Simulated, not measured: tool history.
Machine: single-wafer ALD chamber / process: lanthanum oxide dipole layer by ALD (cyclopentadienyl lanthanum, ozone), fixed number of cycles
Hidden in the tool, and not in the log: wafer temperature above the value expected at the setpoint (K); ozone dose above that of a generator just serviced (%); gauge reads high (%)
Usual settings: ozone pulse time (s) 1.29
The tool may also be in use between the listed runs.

run,day,ozone pulse time (s),wafers since the last listed run,hours since the last thermocouple change,hours since the last ozone generator service,hours since the showerhead was replaced,hours since the gauge calibration,"read-back reference wafer on the same gauge, thickness_nm",mean film thickness on the monitor wafer (Å)
1,0.000,1.29,0,1045.3,61.5,5572.8,1707.1,0.446,4.66
2,2.612,1.29,768,1108.0,124.2,5635.5,1769.8,0.446,4.68
3,5.358,1.05,807,1173.9,190.1,5701.4,1835.7,0.446,4.40
4,7.492,1.05,627,1225.1,241.3,5752.6,1886.9,0.446,4.36
5,9.829,1.05,687,1281.2,297.4,5808.7,1943.0,0.446,4.36
6,12.117,1.29,672,1336.1,352.3,5863.6,1997.9,0.446,4.65
7,13.292,1.29,345,1364.3,380.5,5891.8,2026.1,0.446,4.65
8,15.679,1.29,701,1421.6,437.8,5949.1,2083.4,0.446,4.62
9,16.800,1.29,329,1448.5,464.7,5976.0,2110.3,0.446,4.62
# day 19.342: ozone generator serviced
10,19.725,1.29,761,1518.7,9.2,6046.2,2180.5,0.446,4.68
# day 20.812: gauge calibrated
11,22.100,1.29,698,1575.7,66.2,6103.2,30.9,0.446,4.68
12,24.946,1.29,836,1644.0,134.5,6171.5,99.2,0.446,4.67
13,26.150,1.29,354,1672.9,163.4,6200.4,128.1,0.446,4.66
14,27.821,1.11,491,1713.0,203.5,6240.5,168.2,0.446,4.48
15,30.512,1.29,791,1777.6,268.1,6305.1,232.8,0.446,4.65
16,33.267,0.83,809,1843.7,334.2,6371.2,298.9,0.446,3.90
# day 35.329: showerhead replaced
17,35.350,1.39,514,1893.7,384.2,0.5,348.9,0.446,4.73
18,38.096,1.29,807,1959.6,450.1,66.4,414.8,0.446,4.62
19,40.308,1.51,650,2012.7,503.2,119.5,467.9,0.446,4.77
20,42.758,0.97,720,2071.5,562.0,178.3,526.7,0.446,4.17
# day 44.108: ozone generator serviced
# day 45.046: thermocouple changed; heater temperature recalibrated
21,45.658,0.91,656,14.7,37.2,247.9,596.3,0.446,4.17
22,48.079,1.29,711,72.8,95.3,306.0,654.4,0.446,4.66
23,49.254,0.78,345,101.0,123.5,334.2,682.6,0.446,3.85
24,50.704,0.84,426,135.8,158.3,369.0,717.4,0.446,3.99
25,53.392,1.43,790,200.3,222.8,433.5,781.9,0.446,4.77
26,55.400,1.29,590,248.5,271.0,481.7,830.1,0.446,4.65
27,57.312,1.67,562,294.4,316.9,527.6,876.0,0.446,4.88
28,58.712,1.65,411,328.0,350.5,561.2,909.6,0.446,4.87
29,66.692,1.44,2345,519.5,542.0,752.7,1101.1,0.446,4.74
30,69.246,1.09,750,580.8,603.3,814.0,1162.4,0.446,4.36
# day 72.392: ozone generator serviced
31,78.171,1.62,2526,795.0,138.7,1028.2,1376.6,0.446,4.86
32,80.262,1.52,614,845.2,188.9,1078.4,1426.8,0.446,4.82
33,82.150,1.06,554,890.5,234.2,1123.7,1472.1,0.446,4.39

Below are 5 alternative next runs, each starting from the tool's condition after run 33. Predict each:
A,82.167,1.29,4,890.9,234.6,1124.1,1472.5,?,?
B,82.167,1.80,4,890.9,234.6,1124.1,1472.5,?,?
C,82.167,1.61,4,890.9,234.6,1124.1,1472.5,?,?
D,82.167,0.93,4,890.9,234.6,1124.1,1472.5,?,?
E,82.167,1.66,4,890.9,234.6,1124.1,1472.5,?,?

run,"read-back reference wafer on the same gauge, thickness_nm",mean film thickness on the monitor wafer (Å)
A,0.446,4.66
B,0.446,4.95
C,0.446,4.88
D,0.446,4.17
E,0.446,4.90
Stripped of hidden state, with their random variation kept, the same runs would have yielded:
run,mean film thickness on the monitor wafer (Å)
A,4.71
B,4.97
C,4.90
D,4.24
E,4.92

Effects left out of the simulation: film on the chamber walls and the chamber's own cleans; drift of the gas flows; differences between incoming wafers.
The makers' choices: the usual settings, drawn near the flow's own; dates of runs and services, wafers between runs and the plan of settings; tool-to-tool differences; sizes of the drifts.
